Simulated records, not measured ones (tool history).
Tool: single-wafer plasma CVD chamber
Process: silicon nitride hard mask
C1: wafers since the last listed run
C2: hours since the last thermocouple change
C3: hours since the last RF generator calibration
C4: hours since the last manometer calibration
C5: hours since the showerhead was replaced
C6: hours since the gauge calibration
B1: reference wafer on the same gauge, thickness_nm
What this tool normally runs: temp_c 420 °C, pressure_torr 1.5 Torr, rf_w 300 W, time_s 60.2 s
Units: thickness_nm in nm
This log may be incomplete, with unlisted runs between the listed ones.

Run 1, day 0: usual settings; C1 0; C2 495.3; C3 1812.3; C4 15.1; C5 4448.8; C6 795.3; B1 55.886. Result: thickness_nm 63.823 nm.
Run 2, day 1.583: usual settings but rf_w 325 W; C1 432; C2 533.3; C3 1850.3; C4 53.1; C5 4486.8; C6 833.3; B1 55.869. Result: thickness_nm 67.793 nm.
At day 2.246: RF generator calibrated.
Run 3, day 4.288: usual settings but rf_w 320 W; C1 647; C2 598.2; C3 49; C4 118; C5 4551.7; C6 898.2; B1 55.804. Result: thickness_nm 66.659 nm.
Run 4, day 6.012: usual settings but rf_w 320 W; C1 471; C2 639.6; C3 90.4; C4 159.4; C5 4593.1; C6 939.6; B1 55.752. Result: thickness_nm 66.762 nm.
Run 5, day 7.604: usual settings but rf_w 320 W; C1 434; C2 677.8; C3 128.6; C4 197.6; C5 4631.3; C6 977.8; B1 55.802. Result: thickness_nm 66.541 nm.
At day 8: showerhead replaced.
Run 6, day 9.25: usual settings but time_s 68.9 s; C1 358; C2 717.3; C3 168.1; C4 237.1; C5 30; C6 1017.3; B1 55.734. Result: thickness_nm 72.731 nm.
Run 7, day 10.875: usual settings but time_s 68.9 s; C1 443; C2 756.3; C3 207.1; C4 276.1; C5 69; C6 1056.3; B1 55.693. Result: thickness_nm 72.9 nm.
Run 8, day 13.658: usual settings but rf_w 245 W, time_s 53.4 s; C1 760; C2 823.1; C3 273.9; C4 342.9; C5 135.8; C6 1123.1; B1 55.762. Result: thickness_nm 48.276 nm.
Run 9, day 15.838: usual settings but rf_w 245 W, time_s 70 s; C1 595; C2 875.4; C3 326.2; C4 395.2; C5 188.1; C6 1175.4; B1 55.799. Result: thickness_nm 63.089 nm.
Run 10, day 17.508: usual settings but temp_c 411 °C, pressure_torr 1.8 Torr, rf_w 330 W; C1 456; C2 915.5; C3 366.3; C4 435.3; C5 228.2; C6 1215.5; B1 55.749. Result: thickness_nm 74.163 nm.
Run 11, day 19.738: usual settings but time_s 65.9 s; C1 609; C2 969; C3 419.8; C4 488.8; C5 281.7; C6 1269; B1 55.577. Result: thickness_nm 69.814 nm.
Run 12, day 22.521: usual settings; C1 760; C2 1035.8; C3 486.6; C4 555.6; C5 348.5; C6 1335.8; B1 55.655. Result: thickness_nm 63.268 nm.
Run 13, day 25.338: usual settings but temp_c 428 °C, pressure_torr 1.29 Torr, rf_w 315 W; C1 769; C2 1103.4; C3 554.2; C4 623.2; C5 416.1; C6 1403.4; B1 55.568. Result: thickness_nm 60.62 nm.
At day 26.35: thermocouple changed; heater temperature recalibrated.
At day 26.862: gauge calibrated.
Run 14, day 34.254: usual settings; C1 2345; C2 189.7; C3 768.2; C4 837.2; C5 630.1; C6 177.4; B1 56.938. Result: thickness_nm 65.521 nm.
Run 15, day 36.075: usual settings but temp_c 408 °C, rf_w 350 W; C1 497; C2 233.4; C3 811.9; C4 880.9; C5 673.8; C6 221.1; B1 56.832. Result: thickness_nm 72.642 nm.
Run 16, day 38.017: usual settings but temp_c 428 °C, rf_w 280 W; C1 530; C2 280; C3 858.5; C4 927.5; C5 720.4; C6 267.7; B1 56.675. Result: thickness_nm 61.395 nm.
At day 39.142: capacitance manometer re-zeroed and calibrated.
Run 17, day 39.483: usual settings but temp_c 406 °C, pressure_torr 1.38 Torr, time_s 54.6 s; C1 309; C2 315.2; C3 893.7; C4 8.2; C5 755.6; C6 302.9; B1 56.517. Result: thickness_nm 56.557 nm.
Run 18, day 41.071: usual settings but pressure_torr 1.26 Torr; C1 433; C2 353.3; C3 931.8; C4 46.3; C5 793.7; C6 341; B1 56.501. Result: thickness_nm 58.67 nm.
Run 19, day 42.575: usual settings; C1 410; C2 389.4; C3 967.9; C4 82.4; C5 829.8; C6 377.1; B1 56.346. Result: thickness_nm 64.759 nm.
Run 20, day 44.292: usual settings but rf_w 275 W; C1 469; C2 430.6; C3 1009.1; C4 123.6; C5 871; C6 418.3; B1 56.349. Result: thickness_nm 60.439 nm.
Run 21, day 46.688: usual settings but temp_c 428 °C, pressure_torr 1.76 Torr, rf_w 270 W; C1 654; C2 488.1; C3 1066.6; C4 181.1; C5 928.5; C6 475.8; B1 56.185. Result: thickness_nm 63.514 nm.
Run 22, day 47.821: usual settings but temp_c 426 °C, time_s 55.4 s; C1 309; C2 515.3; C3 1093.8; C4 208.3; C5 955.7; C6 503; B1 56.146. Result: thickness_nm 59.444 nm.
Run 23, day 50.8: usual settings but time_s 65.9 s; C1 813; C2 586.8; C3 1165.3; C4 279.8; C5 1027.2; C6 574.5; B1 56.048. Result: thickness_nm 70.304 nm.
Run 24, day 53.625: usual settings but temp_c 432 °C; C1 771; C2 654.6; C3 1233.1; C4 347.6; C5 1095; C6 642.3; B1 55.993. Result: thickness_nm 63.863 nm.
Run 25, day 55.046: usual settings but temp_c 409 °C, rf_w 360 W, time_s 50.3 s; C1 388; C2 688.7; C3 1267.2; C4 381.7; C5 1129.1; C6 676.4; B1 55.961. Result: thickness_nm 60.681 nm.
Run 26, day 61.196: usual settings but pressure_torr 1.64 Torr, rf_w 315 W; C1 1680; C2 836.3; C3 1414.8; C4 529.3; C5 1276.7; C6 824; B1 55.821. Result: thickness_nm 69.312 nm.
Run 27, day 62.412: usual settings but temp_c 431 °C; C1 332; C2 865.5; C3 1444; C4 558.5; C5 1305.9; C6 853.2; B1 55.679. Result: thickness_nm 63.145 nm.
Run 28, day 63.512: usual settings but rf_w 265 W, time_s 55 s; C1 300; C2 891.9; C3 1470.4; C4 584.9; C5 1332.3; C6 879.6; B1 55.737. Result: thickness_nm 52.983 nm.

Below are 5 alternative next runs, each starting from the tool's condition after run 28. Predict each:
Run A, day 63.529: usual settings but rf_w 280 W; C1 4; C2 892.3; C3 1470.8; C4 585.3; C5 1332.7; C6 880; B1 ?. Result: thickness_nm ?.
Run B, day 63.529: usual settings but pressure_torr 1.81 Torr, time_s 65.2 s; C1 4; C2 892.3; C3 1470.8; C4 585.3; C5 1332.7; C6 880; B1 ?. Result: thickness_nm ?.
Run C, day 63.529: usual settings but temp_c 426 °C; C1 4; C2 892.3; C3 1470.8; C4 585.3; C5 1332.7; C6 880; B1 ?. Result: thickness_nm ?.
Run D, day 63.529: usual settings but temp_c 409 °C, pressure_torr 1.32 Torr, rf_w 320 W, time_s 53.9 s; C1 4; C2 892.3; C3 1470.8; C4 585.3; C5 1332.7; C6 880; B1 ?. Result: thickness_nm ?.
Run E, day 63.529: usual settings but temp_c 429 °C, pressure_torr 1.22 Torr, rf_w 345 W, time_s 55.3 s; C1 4; C2 892.3; C3 1470.8; C4 585.3; C5 1332.7; C6 880; B1 ?. Result: thickness_nm ?.

run     B1  thickness_nm
  A  55.63        60.224
  B  55.63        74.344
  C  55.63         63.17
  D  55.63        55.978
  E  55.63        57.153
Without the tool's unlogged condition, the same runs would have read:
run  thickness_nm
  A        62.234
  B        76.824
  C        65.278
  D        57.845
  E         59.06
